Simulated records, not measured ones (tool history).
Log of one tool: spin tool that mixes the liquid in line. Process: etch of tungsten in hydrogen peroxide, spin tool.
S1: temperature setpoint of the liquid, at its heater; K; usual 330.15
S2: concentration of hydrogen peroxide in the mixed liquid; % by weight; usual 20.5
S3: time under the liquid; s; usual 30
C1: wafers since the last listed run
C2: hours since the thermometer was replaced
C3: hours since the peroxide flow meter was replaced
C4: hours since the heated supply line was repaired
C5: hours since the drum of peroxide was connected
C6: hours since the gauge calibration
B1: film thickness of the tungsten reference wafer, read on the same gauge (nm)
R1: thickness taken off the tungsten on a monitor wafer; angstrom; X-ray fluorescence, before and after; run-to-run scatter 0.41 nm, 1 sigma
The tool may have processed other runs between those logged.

run 1 hour=0.0 | S1=330.15 S2=23.5 S3=40 | C1=0 C2=480.3 C3=159.7 C4=739.2 C5=302.5 C6=290.2 | B1=40.01 | R1=812.1
-- hour=189.8 thermometer replaced
run 2 hour=216.5 | S1=330.15 S2=23.5 S3=40 | C1=2238 C2=26.7 C3=376.2 C4=955.7 C5=519.0 C6=506.7 | B1=40.01 | R1=816.2
run 3 hour=267.2 | S1=330.15 S2=25.0 S3=30 | C1=526 C2=77.4 C3=426.9 C4=1006.4 C5=569.7 C6=557.4 | B1=40.04 | R1=633.4
-- hour=527.7 peroxide flow meter replaced
run 4 hour=579.3 | S1=330.15 S2=17.0 S3=30 | C1=3230 C2=389.5 C3=51.6 C4=1318.5 C5=881.8 C6=869.5 | B1=40.02 | R1=525.8
run 5 hour=665.3 | S1=330.15 S2=20.5 S3=30 | C1=893 C2=475.5 C3=137.6 C4=1404.5 C5=967.8 C6=955.5 | B1=39.98 | R1=573.1
run 6 hour=734.9 | S1=330.15 S2=20.5 S3=30 | C1=722 C2=545.1 C3=207.2 C4=1474.1 C5=1037.4 C6=1025.1 | B1=40.00 | R1=567.5
run 7 hour=827.8 | S1=330.15 S2=20.5 S3=30 | C1=964 C2=638.0 C3=300.1 C4=1567.0 C5=1130.3 C6=1118.0 | B1=39.97 | R1=572.3
-- hour=865.7 thermometer replaced
run 8 hour=878.2 | S1=330.15 S2=20.5 S3=30 | C1=513 C2=12.5 C3=350.5 C4=1617.4 C5=1180.7 C6=1168.4 | B1=39.93 | R1=568.3
run 9 hour=941.5 | S1=333.65 S2=20.5 S3=30 | C1=657 C2=75.8 C3=413.8 C4=1680.7 C5=1244.0 C6=1231.7 | B1=39.99 | R1=708.0
-- hour=987.5 heated supply line repaired
-- hour=1038.2 new drum of peroxide connected
run 10 hour=1042.2 | S1=333.65 S2=20.5 S3=30 | C1=1025 C2=176.5 C3=514.5 C4=54.7 C5=4.0 C6=1332.4 | B1=40.00 | R1=700.8
-- hour=1102.8 gauge calibrated
run 11 hour=1125.8 | S1=325.15 S2=20.5 S3=50 | C1=868 C2=260.1 C3=598.1 C4=138.3 C5=87.6 C6=23.0 | B1=40.02 | R1=711.5
run 12 hour=1200.2 | S1=330.15 S2=20.5 S3=30 | C1=772 C2=334.5 C3=672.5 C4=212.7 C5=162.0 C6=97.4 | B1=39.96 | R1=568.6
run 13 hour=1257.8 | S1=333.15 S2=23.0 S3=15 | C1=598 C2=392.1 C3=730.1 C4=270.3 C5=219.6 C6=155.0 | B1=39.97 | R1=362.8
-- hour=1337.3 peroxide flow meter replaced
run 14 hour=1360.9 | S1=330.15 S2=20.5 S3=30 | C1=1060 C2=495.2 C3=23.6 C4=373.4 C5=322.7 C6=258.1 | B1=40.04 | R1=575.6
run 15 hour=1420.7 | S1=330.15 S2=20.5 S3=30 | C1=621 C2=555.0 C3=83.4 C4=433.2 C5=382.5 C6=317.9 | B1=40.03 | R1=571.0
-- hour=1578.5 thermometer replaced
run 16 hour=1675.7 | S1=335.15 S2=15.0 S3=20 | C1=2637 C2=97.2 C3=338.4 C4=688.2 C5=637.5 C6=572.9 | B1=39.99 | R1=439.2
run 17 hour=1770.5 | S1=330.15 S2=18.0 S3=20 | C1=984 C2=192.0 C3=433.2 C4=783.0 C5=732.3 C6=667.7 | B1=39.99 | R1=361.3
run 18 hour=1863.5 | S1=330.15 S2=25.0 S3=20 | C1=965 C2=285.0 C3=526.2 C4=876.0 C5=825.3 C6=760.7 | B1=39.95 | R1=425.2
run 19 hour=1931.8 | S1=339.15 S2=17.0 S3=30 | C1=709 C2=353.3 C3=594.5 C4=944.3 C5=893.6 C6=829.0 | B1=39.98 | R1=870.7
run 20 hour=1971.3 | S1=327.15 S2=26.0 S3=20 | C1=410 C2=392.8 C3=634.0 C4=983.8 C5=933.1 C6=868.5 | B1=40.05 | R1=360.2

Alternative continuations, all from the tool just after run 20; predict every row:
run A hour=1971.7 | S1=330.15 S2=20.5 S3=30 | C1=4 C2=393.2 C3=634.4 C4=984.2 C5=933.5 C6=868.9 | B1=? | R1=?
run B hour=1971.7 | S1=336.15 S2=20.5 S3=45 | C1=4 C2=393.2 C3=634.4 C4=984.2 C5=933.5 C6=868.9 | B1=? | R1=?
run C hour=1971.7 | S1=336.65 S2=25.0 S3=25 | C1=4 C2=393.2 C3=634.4 C4=984.2 C5=933.5 C6=868.9 | B1=? | R1=?

run=A B1=39.99 R1=566.8
run=B B1=39.99 R1=1200.5
run=C B1=39.99 R1=757.6
Stripped of hidden state, with their random variation kept, the same runs would have yielded:
run=A R1=566.8
run=B R1=1200.5
run=C R1=757.6
